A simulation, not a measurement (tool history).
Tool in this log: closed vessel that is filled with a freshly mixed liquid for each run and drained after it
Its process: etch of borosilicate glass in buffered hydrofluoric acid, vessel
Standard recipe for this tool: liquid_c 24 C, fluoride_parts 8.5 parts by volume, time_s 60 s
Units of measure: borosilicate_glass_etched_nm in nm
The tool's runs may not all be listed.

run,hour,liquid_c,fluoride_parts,time_s,"read-back film thickness of the borosilicate glass reference wafer, read on the same gauge (nm)",borosilicate_glass_etched_nm
1,0,24,8.5,60,80.01,103.69
2,12.2,26.5,8.5,80,79.99,157.17
3,24.8,26.5,8.5,80,80.01,156.5
4,38.1,26.5,8.5,80,80.03,158.07
5,53.4,24,8.5,60,79.99,103.78
6,69.3,24,8.5,60,80.02,103.96
7,81.1,24,8.5,60,79.99,102.7
8,98,24,8.5,35,79.99,60.4
9,111.7,22.5,8.5,60,79.99,95.85
10,120.6,24,8.5,80,80,139.3
11,128,24,8.5,80,80.01,138.13
# hour 129.1: hydrofluoric acid flow meter replaced
12,135.1,24,8.5,80,80,138.34
# hour 146.6: thermometer replaced
13,149.8,24,9,60,79.99,86.52
14,166.1,24,9,60,80.01,87.02
15,175.6,26.5,8.5,60,79.99,105.51
16,184.1,24,7.5,85,80.02,150.41
# hour 187.4: gauge calibrated
17,193.2,19.5,11,75,80,72.38
18,215.7,24,11.5,60,80.01,69.98
19,226.8,24,8.5,60,80.01,92.75
20,241.7,20.5,6.5,50,80.02,84.04
21,251.4,24,8.5,60,80,93.13
22,260,22.5,10,45,80,55.63
23,277.5,24,9.5,90,80,125.72
24,291.3,25.5,11,85,79.99,113.93
25,300.2,24,8.5,90,80.01,139.19
26,309,24,8.5,60,80.02,92.6
27,318.2,24,8.5,60,80,92.45
28,333.5,24,9.5,60,80,84.75

Each row is a separate what-if for the run after 28, all from the same tool condition, not one after another. Results?
A,334.2,24,8.5,30,?,?
B,334.2,24,7,35,?,?
C,334.2,21,11.5,85,?,?
D,334.2,24,10,30,?,?
E,334.2,24,7,60,?,?

run,"read-back film thickness of the borosilicate glass reference wafer, read on the same gauge (nm)",borosilicate_glass_etched_nm
A,79.98,46.36
B,79.98,67
C,79.98,85.44
D,79.98,40.68
E,79.98,114.86
With the hidden condition removed and each run's random variation left untouched, the same runs would have given:
run,borosilicate_glass_etched_nm
A,45
B,65.04
C,82.88
D,39.48
E,111.5

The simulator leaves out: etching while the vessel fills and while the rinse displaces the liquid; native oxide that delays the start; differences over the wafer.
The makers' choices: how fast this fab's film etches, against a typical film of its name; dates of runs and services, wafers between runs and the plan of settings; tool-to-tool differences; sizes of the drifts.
